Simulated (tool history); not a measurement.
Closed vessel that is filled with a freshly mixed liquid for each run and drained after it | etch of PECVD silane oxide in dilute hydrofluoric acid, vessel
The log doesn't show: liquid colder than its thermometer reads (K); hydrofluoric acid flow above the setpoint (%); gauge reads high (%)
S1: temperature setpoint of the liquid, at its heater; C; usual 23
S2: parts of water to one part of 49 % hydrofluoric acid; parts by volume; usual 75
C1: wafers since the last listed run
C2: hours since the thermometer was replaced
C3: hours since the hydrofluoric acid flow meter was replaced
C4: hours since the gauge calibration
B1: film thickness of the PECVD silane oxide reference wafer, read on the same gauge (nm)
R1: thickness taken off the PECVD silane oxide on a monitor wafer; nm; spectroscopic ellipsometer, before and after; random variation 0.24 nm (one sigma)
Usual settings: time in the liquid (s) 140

{"run": 1, "hour": 0.0, "S1": 23, "S2": 75, "time in the liquid (s)": 90, "C1": 0, "C2": 208.4, "C3": 851.4, "C4": 1222.5, "B1": 90.03, "R1": 28.79}
{"run": 2, "hour": 62.8, "S1": 23, "S2": 75, "time in the liquid (s)": 90, "C1": 4169, "C2": 271.2, "C3": 914.2, "C4": 1285.3, "B1": 89.99, "R1": 28.9}
{"run": 3, "hour": 101.9, "S1": 24, "S2": 75, "time in the liquid (s)": 140, "C1": 2595, "C2": 310.3, "C3": 953.3, "C4": 1324.4, "B1": 89.99, "R1": 46.39}
{"run": 4, "hour": 197.1, "S1": 23, "S2": 45, "time in the liquid (s)": 140, "C1": 6320, "C2": 405.5, "C3": 1048.5, "C4": 1419.6, "B1": 90.01, "R1": 76.27}
{"run": 5, "hour": 286.8, "S1": 23, "S2": 75, "time in the liquid (s)": 140, "C1": 5955, "C2": 495.2, "C3": 1138.2, "C4": 1509.3, "B1": 90, "R1": 44.14}
{"run": 6, "hour": 408.2, "S1": 23, "S2": 75, "time in the liquid (s)": 140, "C1": 8059, "C2": 616.6, "C3": 1259.6, "C4": 1630.7, "B1": 90.01, "R1": 44.17}
{"run": 7, "hour": 452.4, "S1": 23, "S2": 75, "time in the liquid (s)": 140, "C1": 2934, "C2": 660.8, "C3": 1303.8, "C4": 1674.9, "B1": 89.99, "R1": 43.56}
{"run": 8, "hour": 536.1, "S1": 23, "S2": 75, "time in the liquid (s)": 140, "C1": 5556, "C2": 744.5, "C3": 1387.5, "C4": 1758.6, "B1": 90, "R1": 43.5}
{"run": 9, "hour": 581.1, "S1": 23, "S2": 75, "time in the liquid (s)": 140, "C1": 2987, "C2": 789.5, "C3": 1432.5, "C4": 1803.6, "B1": 89.98, "R1": 43.59}
{"run": 10, "hour": 647.2, "S1": 26.5, "S2": 75, "time in the liquid (s)": 140, "C1": 4388, "C2": 855.6, "C3": 1498.6, "C4": 1869.7, "B1": 89.96, "R1": 50.34}
{"run": 11, "hour": 751.5, "S1": 20.5, "S2": 55, "time in the liquid (s)": 140, "C1": 6924, "C2": 959.9, "C3": 1602.9, "C4": 1974, "B1": 90.01, "R1": 54.92}
{"run": 12, "hour": 794.9, "S1": 20.5, "S2": 55, "time in the liquid (s)": 140, "C1": 2881, "C2": 1003.3, "C3": 1646.3, "C4": 2017.4, "B1": 89.97, "R1": 54.51}
{"run": 13, "hour": 887.9, "S1": 23, "S2": 75, "time in the liquid (s)": 140, "C1": 6174, "C2": 1096.3, "C3": 1739.3, "C4": 2110.4, "B1": 90, "R1": 43.36}
{"hour": 954.7, "done": "gauge calibrated"}
{"run": 14, "hour": 965.8, "S1": 23, "S2": 75, "time in the liquid (s)": 140, "C1": 5171, "C2": 1174.2, "C3": 1817.2, "C4": 11.1, "B1": 90, "R1": 43.71}
{"run": 15, "hour": 1062.2, "S1": 23, "S2": 110, "time in the liquid (s)": 140, "C1": 6400, "C2": 1270.6, "C3": 1913.6, "C4": 107.5, "B1": 89.99, "R1": 28.31}
{"run": 16, "hour": 1152.9, "S1": 19.5, "S2": 45, "time in the liquid (s)": 110, "C1": 6021, "C2": 1361.3, "C3": 2004.3, "C4": 198.2, "B1": 89.98, "R1": 49.98}
{"run": 17, "hour": 1259.5, "S1": 23, "S2": 50, "time in the liquid (s)": 165, "C1": 7077, "C2": 1467.9, "C3": 2110.9, "C4": 304.8, "B1": 90, "R1": 78.6}
{"run": 18, "hour": 1321.4, "S1": 23, "S2": 75, "time in the liquid (s)": 140, "C1": 4109, "C2": 1529.8, "C3": 2172.8, "C4": 366.7, "B1": 90.01, "R1": 42.73}
{"hour": 1391.1, "done": "thermometer replaced"}
{"run": 19, "hour": 1405.3, "S1": 18, "S2": 75, "time in the liquid (s)": 140, "C1": 5503, "C2": 14.2, "C3": 2256.7, "C4": 450.6, "B1": 90, "R1": 33.08}
{"run": 20, "hour": 1445.2, "S1": 23, "S2": 75, "time in the liquid (s)": 140, "C1": 2648, "C2": 54.1, "C3": 2296.6, "C4": 490.5, "B1": 89.98, "R1": 40.7}
{"run": 21, "hour": 1545.4, "S1": 23, "S2": 50, "time in the liquid (s)": 140, "C1": 6652, "C2": 154.3, "C3": 2396.8, "C4": 590.7, "B1": 89.99, "R1": 62.88}
{"run": 22, "hour": 1637.3, "S1": 23, "S2": 100, "time in the liquid (s)": 140, "C1": 6101, "C2": 246.2, "C3": 2488.7, "C4": 682.6, "B1": 90.03, "R1": 29.64}
{"hour": 1679.2, "done": "hydrofluoric acid flow meter replaced"}
{"run": 23, "hour": 1685.7, "S1": 21.5, "S2": 90, "time in the liquid (s)": 205, "C1": 3146, "C2": 294.6, "C3": 6.5, "C4": 731, "B1": 90.01, "R1": 45.75}
{"run": 24, "hour": 1736.2, "S1": 23, "S2": 75, "time in the liquid (s)": 140, "C1": 3352, "C2": 345.1, "C3": 57, "C4": 781.5, "B1": 90.02, "R1": 40.65}
{"run": 25, "hour": 1778.8, "S1": 21, "S2": 75, "time in the liquid (s)": 205, "C1": 2828, "C2": 387.7, "C3": 99.6, "C4": 824.1, "B1": 90, "R1": 54.46}
{"run": 26, "hour": 1853.0, "S1": 23, "S2": 75, "time in the liquid (s)": 140, "C1": 4926, "C2": 461.9, "C3": 173.8, "C4": 898.3, "B1": 89.99, "R1": 40.89}
{"hour": 1922.5, "done": "thermometer replaced, repeated, since the last time left the tool worse"}
{"run": 27, "hour": 1940.5, "S1": 23, "S2": 65, "time in the liquid (s)": 140, "C1": 5742, "C2": 18, "C3": 261.3, "C4": 985.8, "B1": 90, "R1": 51.97}
{"run": 28, "hour": 1991.0, "S1": 23, "S2": 55, "time in the liquid (s)": 140, "C1": 3352, "C2": 68.5, "C3": 311.8, "C4": 1036.3, "B1": 90.03, "R1": 63.04}
{"run": 29, "hour": 2036.4, "S1": 23, "S2": 75, "time in the liquid (s)": 220, "C1": 3014, "C2": 113.9, "C3": 357.2, "C4": 1081.7, "B1": 89.99, "R1": 70.05}
{"run": 30, "hour": 2309.8, "S1": 25, "S2": 60, "time in the liquid (s)": 175, "C1": 18151, "C2": 387.3, "C3": 630.6, "C4": 1355.1, "B1": 90.01, "R1": 76.38}
{"run": 31, "hour": 2350.2, "S1": 27, "S2": 60, "time in the liquid (s)": 140, "C1": 2682, "C2": 427.7, "C3": 671, "C4": 1395.5, "B1": 89.98, "R1": 66.2}
{"run": 32, "hour": 2393.2, "S1": 23, "S2": 75, "time in the liquid (s)": 90, "C1": 2854, "C2": 470.7, "C3": 714, "C4": 1438.5, "B1": 89.98, "R1": 28.76}
{"run": 33, "hour": 2487.4, "S1": 23, "S2": 75, "time in the liquid (s)": 140, "C1": 6253, "C2": 564.9, "C3": 808.2, "C4": 1532.7, "B1": 89.97, "R1": 44.39}
{"run": 34, "hour": 2570.5, "S1": 26.5, "S2": 95, "time in the liquid (s)": 110, "C1": 5517, "C2": 648, "C3": 891.3, "C4": 1615.8, "B1": 90.01, "R1": 30.66}

3 ways to go on from here, each from the tool as it stands after run 34. What would each give?
{"run": "A", "hour": 2571.2, "S1": 23, "S2": 75, "time in the liquid (s)": 140, "C1": 46, "C2": 648.7, "C3": 892, "C4": 1616.5, "B1": "?", "R1": "?"}
{"run": "B", "hour": 2571.2, "S1": 27.5, "S2": 110, "time in the liquid (s)": 90, "C1": 46, "C2": 648.7, "C3": 892, "C4": 1616.5, "B1": "?", "R1": "?"}
{"run": "C", "hour": 2571.2, "S1": 27, "S2": 60, "time in the liquid (s)": 85, "C1": 46, "C2": 648.7, "C3": 892, "C4": 1616.5, "B1": "?", "R1": "?"}

run=A B1=90 R1=44.33
run=B B1=90 R1=22.21
run=C B1=90 R1=40.33
Without the tool's hidden state the same runs would have given:
run=A R1=45.22
run=B R1=22.63
run=C R1=41.13
